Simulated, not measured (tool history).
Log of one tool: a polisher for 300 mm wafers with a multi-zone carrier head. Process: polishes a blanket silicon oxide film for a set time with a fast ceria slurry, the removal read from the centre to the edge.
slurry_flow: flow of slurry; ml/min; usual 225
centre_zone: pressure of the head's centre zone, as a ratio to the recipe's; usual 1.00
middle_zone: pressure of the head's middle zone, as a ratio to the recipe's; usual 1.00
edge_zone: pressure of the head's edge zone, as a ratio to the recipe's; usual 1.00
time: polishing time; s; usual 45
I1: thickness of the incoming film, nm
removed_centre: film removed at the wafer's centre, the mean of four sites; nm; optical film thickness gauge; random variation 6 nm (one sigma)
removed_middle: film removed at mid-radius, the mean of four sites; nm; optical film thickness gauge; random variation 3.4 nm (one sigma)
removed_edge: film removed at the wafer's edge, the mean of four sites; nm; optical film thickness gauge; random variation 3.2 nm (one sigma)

Run 1, hour 0.0: usual settings; I1 3875.9. Result: removed_centre 408.3 nm, removed_middle 396.7 nm, removed_edge 398.5 nm.
At hour 62.7: centre zone pressure recalibrated.
Run 2, hour 267.9: usual settings; I1 3785.9. Result: removed_centre 383.9 nm, removed_middle 378.5 nm, removed_edge 385.2 nm.
At hour 272.2: slurry nozzle cleaned.
Run 3, hour 352.9: usual settings; I1 3835.5. Result: removed_centre 375.4 nm, removed_middle 369.1 nm, removed_edge 377.8 nm.
At hour 382.6: worn pad replaced by a new one.
Run 4, hour 402.5: usual settings; I1 3863.6. Result: removed_centre 410.4 nm, removed_middle 409.9 nm, removed_edge 408.6 nm.
At hour 423.9: edge zone pressure recalibrated.
Run 5, hour 467.3: usual settings but slurry_flow 265 ml/min; I1 3853.0. Result: removed_centre 422.5 nm, removed_middle 409.5 nm, removed_edge 414.5 nm.
Run 6, hour 546.7: usual settings but slurry_flow 165 ml/min, centre_zone 0.92, middle_zone 0.92; I1 3824.9. Result: removed_centre 353.8 nm, removed_middle 363.8 nm, removed_edge 389.3 nm.
Run 7, hour 627.6: usual settings but slurry_flow 190 ml/min, middle_zone 0.94; I1 3819.4. Result: removed_centre 390.1 nm, removed_middle 366.5 nm, removed_edge 395.9 nm.
Run 8, hour 838.3: usual settings but slurry_flow 145 ml/min, edge_zone 0.94, time 51 s; I1 3843.7. Result: removed_centre 405.0 nm, removed_middle 402.8 nm, removed_edge 402.3 nm.
Run 9, hour 902.9: usual settings but middle_zone 1.07; I1 3845.6. Result: removed_centre 378.9 nm, removed_middle 384.8 nm, removed_edge 378.6 nm.
At hour 915.3: worn pad replaced by a new one.
Run 10, hour 944.3: usual settings; I1 3753.1. Result: removed_centre 415.1 nm, removed_middle 406.7 nm, removed_edge 413.5 nm.
At hour 1004.8: slurry nozzle cleaned.
Run 11, hour 1005.3: usual settings but centre_zone 1.03, middle_zone 0.89, edge_zone 1.11, time 37 s; I1 3829.3. Result: removed_centre 355.5 nm, removed_middle 309.8 nm, removed_edge 354.3 nm.
At hour 1062.6: carrier head's membrane replaced by a new one.
Run 12, hour 1109.6: usual settings but slurry_flow 160 ml/min, centre_zone 1.11; I1 3860.9. Result: removed_centre 418.9 nm, removed_middle 380.0 nm, removed_edge 389.4 nm.
Run 13, hour 1190.2: usual settings but slurry_flow 250 ml/min, middle_zone 1.05, edge_zone 0.90, time 33 s; I1 3811.5. Result: removed_centre 297.6 nm, removed_middle 302.9 nm, removed_edge 283.5 nm.
Run 14, hour 1273.7: usual settings but centre_zone 1.03, middle_zone 0.89, edge_zone 1.11, time 37 s; I1 3820.0. Result: removed_centre 336.8 nm, removed_middle 292.8 nm, removed_edge 339.5 nm.

The next listed run, before its measurement:
Run 15, hour 1359.8: usual settings but time 56 s; I1 3857.3. Result: removed_centre ?, removed_middle ?, removed_edge ?.

{"run 15": {"removed_centre": 480.8, "removed_middle": 475.7, "removed_edge": 484.8}}
Without the tool's hidden state the same run would have given removed_centre 519.7 nm, removed_middle 514.2 nm, removed_edge 524.1 nm.
